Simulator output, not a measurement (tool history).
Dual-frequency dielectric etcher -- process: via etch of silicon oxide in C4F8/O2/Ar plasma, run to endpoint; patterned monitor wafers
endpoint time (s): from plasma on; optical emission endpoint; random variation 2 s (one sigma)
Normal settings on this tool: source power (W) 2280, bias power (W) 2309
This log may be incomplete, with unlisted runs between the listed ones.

run	hour	source power (W)	bias power (W)	incoming incoming film thickness, nm	endpoint time (s)
1	0	2640	2309	2208.9	359.1
# hour 65.4: wet clean of the chamber
2	320.1	2640	2309	2179.1	358.8
3	420.5	2280	2309	2180.5	369.4
# hour 482.1: wet clean of the chamber
4	482.6	2280	2309	2168.1	374.2
5	522.4	2280	2461	2191.7	373.7
6	598.8	2280	2677	2176.3	355.9
7	675.7	2280	2677	2176.8	350.8
# hour 740.7: source power generator calibrated
8	772.8	2280	2309	2172.3	366.5
9	828.3	2280	2309	2214.3	373.5
# hour 899.3: upper electrode replaced
10	929.3	2280	2309	2184.8	363.2
# hour 1001.8: wet clean of the chamber
11	1086.9	2280	2461	2205.4	381.4
12	1142.4	2560	2309	2192	367.2
# hour 1211.8: bias power generator calibrated
13	1238.1	2280	2309	2167	375.6
14	1328.4	2800	2600	2174	338.2
15	1391.1	2280	1990	2157.7	383.7
# hour 1417.9: wet clean of the chamber
16	1496.7	2280	2309	2147.6	369.4
17	1593.6	2460	2022	2176.1	383.9
18	1649.9	2040	2635	2164	363.4
19	1702.6	2000	2508	2191.8	372.2
20	1776.6	1990	2463	2204.8	382
# hour 1833: wet clean of the chamber
21	1878.7	2280	1760	2201.4	422.6

Forecast each of these 3 alternatives for the next run:
A	1879.2	2800	2309	2156.2	?
B	1879.2	2020	2309	2156.2	?
C	1879.2	1770	2471	2156.2	?

run	endpoint time (s)
A	354.6
B	388.9
C	393.1
With no hidden state in the tool, these same runs would have given:
run	endpoint time (s)
A	357.8
B	392.4
C	396.7
